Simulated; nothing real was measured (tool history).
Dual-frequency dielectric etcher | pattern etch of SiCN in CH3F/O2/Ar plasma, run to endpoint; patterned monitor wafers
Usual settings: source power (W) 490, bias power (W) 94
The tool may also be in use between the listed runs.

run	hour	source power (W)	bias power (W)	incoming incoming film thickness, nm	endpoint time (s)
1	0.0	410	94	7.64	17.9
2	14.4	410	94	7.77	18.1
3	22.1	410	94	7.71	18.0
4	37.7	490	94	7.64	16.9
5	68.4	490	94	7.63	16.9
6	76.8	490	94	7.71	17.1
7	84.7	490	94	7.68	16.9
8	102.2	490	94	7.70	17.0
9	146.0	490	94	7.74	16.9
10	154.3	440	82	7.68	18.2
11	200.7	490	112	7.70	16.5
12	201.1	490	94	7.78	17.7
13	201.4	570	107	7.75	16.1
14	205.9	410	87	7.72	18.9
15	221.2	540	71	7.67	18.2
16	227.4	490	94	7.72	17.5
17	237.9	520	76	7.71	18.2
18	244.1	490	94	7.73	17.6
19	255.7	490	74	7.66	18.5

Put back what was entered between runs (4 entries, withheld): which listed runs does each sit between, and how does the hidden state differ from the listed run before to the listed run after?
From run 8 to run 9: bias power generator calibrated (hour 127.8)
  etch rate over this chamber's usual, %: 3.16 -> 3.52
  what was measured, less what the result would be without the hidden state, endpoint time (s): -0.5 -> -0.6
From run 10 to run 11: source power generator calibrated (hour 183.9); wet clean of the chamber (hour 189.0); upper electrode replaced (hour 200.2)
  etch rate over this chamber's usual, %: 3.59 -> 0.126
  what was measured, less what the result would be without the hidden state, endpoint time (s): -0.7 -> +0.0

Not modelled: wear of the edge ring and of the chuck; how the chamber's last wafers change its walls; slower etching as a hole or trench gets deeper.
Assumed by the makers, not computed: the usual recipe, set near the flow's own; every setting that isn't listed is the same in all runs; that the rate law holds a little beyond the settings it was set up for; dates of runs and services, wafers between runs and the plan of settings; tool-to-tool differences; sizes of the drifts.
